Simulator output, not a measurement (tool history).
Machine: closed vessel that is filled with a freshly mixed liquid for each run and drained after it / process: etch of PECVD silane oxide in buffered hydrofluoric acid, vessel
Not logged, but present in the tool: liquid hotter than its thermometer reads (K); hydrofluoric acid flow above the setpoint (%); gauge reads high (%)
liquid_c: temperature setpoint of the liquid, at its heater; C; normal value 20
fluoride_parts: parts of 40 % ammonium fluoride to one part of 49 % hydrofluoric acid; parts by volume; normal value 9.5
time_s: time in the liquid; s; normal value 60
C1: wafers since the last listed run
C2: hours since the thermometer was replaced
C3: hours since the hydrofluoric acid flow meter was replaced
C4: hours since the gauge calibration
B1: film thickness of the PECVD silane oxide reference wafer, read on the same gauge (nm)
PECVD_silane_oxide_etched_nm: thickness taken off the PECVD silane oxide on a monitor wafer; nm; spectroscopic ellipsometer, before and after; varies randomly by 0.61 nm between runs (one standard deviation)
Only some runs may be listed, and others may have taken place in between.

run 1 hour=0 | liquid_c=20 fluoride_parts=9.5 time_s=60 | C1=0 C2=333.3 C3=554.7 C4=781.7 | B1=89.98 | PECVD_silane_oxide_etched_nm=164.04
-- hour=56.9 hydrofluoric acid flow meter replaced
run 2 hour=61.1 | liquid_c=20 fluoride_parts=9.5 time_s=80 | C1=8778 C2=394.4 C3=4.2 C4=842.8 | B1=89.98 | PECVD_silane_oxide_etched_nm=211.04
run 3 hour=118.8 | liquid_c=20 fluoride_parts=9.5 time_s=80 | C1=8427 C2=452.1 C3=61.9 C4=900.5 | B1=90 | PECVD_silane_oxide_etched_nm=211.93
run 4 hour=321.2 | liquid_c=17 fluoride_parts=9.5 time_s=60 | C1=29562 C2=654.5 C3=264.3 C4=1102.9 | B1=90.02 | PECVD_silane_oxide_etched_nm=136.98
run 5 hour=346.1 | liquid_c=17 fluoride_parts=9.5 time_s=60 | C1=3636 C2=679.4 C3=289.2 C4=1127.8 | B1=90.01 | PECVD_silane_oxide_etched_nm=136.83
run 6 hour=392.7 | liquid_c=17 fluoride_parts=9.5 time_s=60 | C1=6806 C2=726 C3=335.8 C4=1174.4 | B1=89.99 | PECVD_silane_oxide_etched_nm=137.25
run 7 hour=421.6 | liquid_c=20 fluoride_parts=9.5 time_s=60 | C1=4221 C2=754.9 C3=364.7 C4=1203.3 | B1=90.02 | PECVD_silane_oxide_etched_nm=162.05
run 8 hour=460.8 | liquid_c=20 fluoride_parts=9.5 time_s=60 | C1=5725 C2=794.1 C3=403.9 C4=1242.5 | B1=89.99 | PECVD_silane_oxide_etched_nm=162.72
run 9 hour=514.3 | liquid_c=20 fluoride_parts=8 time_s=60 | C1=7814 C2=847.6 C3=457.4 C4=1296 | B1=89.96 | PECVD_silane_oxide_etched_nm=197.63
-- hour=544.2 hydrofluoric acid flow meter replaced
run 10 hour=544.9 | liquid_c=20 fluoride_parts=9.5 time_s=60 | C1=4323 C2=878.2 C3=0.7 C4=1326.6 | B1=90.01 | PECVD_silane_oxide_etched_nm=160.01
run 11 hour=574.7 | liquid_c=17.5 fluoride_parts=9.5 time_s=75 | C1=4352 C2=908 C3=30.5 C4=1356.4 | B1=90.02 | PECVD_silane_oxide_etched_nm=173.66
run 12 hour=626.8 | liquid_c=17 fluoride_parts=8.5 time_s=60 | C1=7609 C2=960.1 C3=82.6 C4=1408.5 | B1=90.01 | PECVD_silane_oxide_etched_nm=149.85
-- hour=646 thermometer replaced
run 13 hour=695 | liquid_c=20 fluoride_parts=6.5 time_s=35 | C1=9815 C2=49 C3=150.8 C4=1476.7 | B1=89.96 | PECVD_silane_oxide_etched_nm=134.79
run 14 hour=752 | liquid_c=17 fluoride_parts=9.5 time_s=45 | C1=8325 C2=106 C3=207.8 C4=1533.7 | B1=90 | PECVD_silane_oxide_etched_nm=101.4
run 15 hour=810.3 | liquid_c=20 fluoride_parts=9.5 time_s=60 | C1=8515 C2=164.3 C3=266.1 C4=1592 | B1=90.02 | PECVD_silane_oxide_etched_nm=160.01
-- hour=811 gauge calibrated
run 16 hour=860.4 | liquid_c=20 fluoride_parts=9.5 time_s=35 | C1=7317 C2=214.4 C3=316.2 C4=49.4 | B1=90.02 | PECVD_silane_oxide_etched_nm=93.73
run 17 hour=920.6 | liquid_c=22 fluoride_parts=9.5 time_s=60 | C1=8792 C2=274.6 C3=376.4 C4=109.6 | B1=90 | PECVD_silane_oxide_etched_nm=180.37
run 18 hour=980.3 | liquid_c=20 fluoride_parts=9.5 time_s=90 | C1=8719 C2=334.3 C3=436.1 C4=169.3 | B1=89.99 | PECVD_silane_oxide_etched_nm=243.96
run 19 hour=1016.4 | liquid_c=21.5 fluoride_parts=8 time_s=95 | C1=5272 C2=370.4 C3=472.2 C4=205.4 | B1=90.02 | PECVD_silane_oxide_etched_nm=338.39
-- hour=1055.8 hydrofluoric acid flow meter replaced
run 20 hour=1086.4 | liquid_c=23.5 fluoride_parts=9.5 time_s=60 | C1=10078 C2=440.4 C3=30.6 C4=275.4 | B1=89.98 | PECVD_silane_oxide_etched_nm=191.24
run 21 hour=1158.2 | liquid_c=17 fluoride_parts=12 time_s=95 | C1=10487 C2=512.2 C3=102.4 C4=347.2 | B1=90.01 | PECVD_silane_oxide_etched_nm=172.23
run 22 hour=1205 | liquid_c=20 fluoride_parts=12.5 time_s=85 | C1=6835 C2=559 C3=149.2 C4=394 | B1=90 | PECVD_silane_oxide_etched_nm=176.82
run 23 hour=1309.7 | liquid_c=20 fluoride_parts=9.5 time_s=60 | C1=15292 C2=663.7 C3=253.9 C4=498.7 | B1=89.99 | PECVD_silane_oxide_etched_nm=160.94
run 24 hour=1378 | liquid_c=17.5 fluoride_parts=12.5 time_s=80 | C1=9976 C2=732 C3=322.2 C4=567 | B1=90 | PECVD_silane_oxide_etched_nm=146.65
run 25 hour=1405 | liquid_c=17 fluoride_parts=11.5 time_s=60 | C1=3943 C2=759 C3=349.2 C4=594 | B1=89.99 | PECVD_silane_oxide_etched_nm=117.36
run 26 hour=1443.7 | liquid_c=22.5 fluoride_parts=6 time_s=30 | C1=5652 C2=797.7 C3=387.9 C4=632.7 | B1=90.02 | PECVD_silane_oxide_etched_nm=145.76
run 27 hour=1510.2 | liquid_c=20 fluoride_parts=9.5 time_s=75 | C1=9713 C2=864.2 C3=454.4 C4=699.2 | B1=90.02 | PECVD_silane_oxide_etched_nm=204.29
-- hour=1548.9 thermometer replaced
run 28 hour=1570 | liquid_c=17 fluoride_parts=12.5 time_s=75 | C1=8588 C2=21.1 C3=514.2 C4=759 | B1=89.99 | PECVD_silane_oxide_etched_nm=134.06
run 29 hour=1628.7 | liquid_c=21.5 fluoride_parts=11 time_s=85 | C1=8573 C2=79.8 C3=572.9 C4=817.7 | B1=90 | PECVD_silane_oxide_etched_nm=225.47
-- hour=1661 hydrofluoric acid flow meter replaced
run 30 hour=1669.2 | liquid_c=20 fluoride_parts=9.5 time_s=60 | C1=5769 C2=120.3 C3=8.2 C4=858.2 | B1=89.96 | PECVD_silane_oxide_etched_nm=156.99
run 31 hour=1732.6 | liquid_c=20 fluoride_parts=10.5 time_s=60 | C1=9260 C2=183.7 C3=71.6 C4=921.6 | B1=89.98 | PECVD_silane_oxide_etched_nm=147
run 32 hour=1760.2 | liquid_c=20 fluoride_parts=9.5 time_s=60 | C1=4031 C2=211.3 C3=99.2 C4=949.2 | B1=90 | PECVD_silane_oxide_etched_nm=158.85
run 33 hour=1789.4 | liquid_c=20 fluoride_parts=9.5 time_s=60 | C1=4265 C2=240.5 C3=128.4 C4=978.4 | B1=89.99 | PECVD_silane_oxide_etched_nm=159.34

Each row is a separate what-if for the run after 33, all from the same tool condition, not one after another. Results?
run A hour=1790.1 | liquid_c=20 fluoride_parts=9.5 time_s=60 | C1=102 C2=241.2 C3=129.1 C4=979.1 | B1=? | PECVD_silane_oxide_etched_nm=?
run B hour=1790.1 | liquid_c=17 fluoride_parts=5.5 time_s=40 | C1=102 C2=241.2 C3=129.1 C4=979.1 | B1=? | PECVD_silane_oxide_etched_nm=?
run C hour=1790.1 | liquid_c=21.5 fluoride_parts=9.5 time_s=60 | C1=102 C2=241.2 C3=129.1 C4=979.1 | B1=? | PECVD_silane_oxide_etched_nm=?

run=A B1=89.96 PECVD_silane_oxide_etched_nm=159.12
run=B B1=89.96 PECVD_silane_oxide_etched_nm=150.58
run=C B1=89.96 PECVD_silane_oxide_etched_nm=172.97
Had the tool no hidden state, the same runs would have come out as:
run=A PECVD_silane_oxide_etched_nm=155.81
run=B PECVD_silane_oxide_etched_nm=146.59
run=C PECVD_silane_oxide_etched_nm=169.39

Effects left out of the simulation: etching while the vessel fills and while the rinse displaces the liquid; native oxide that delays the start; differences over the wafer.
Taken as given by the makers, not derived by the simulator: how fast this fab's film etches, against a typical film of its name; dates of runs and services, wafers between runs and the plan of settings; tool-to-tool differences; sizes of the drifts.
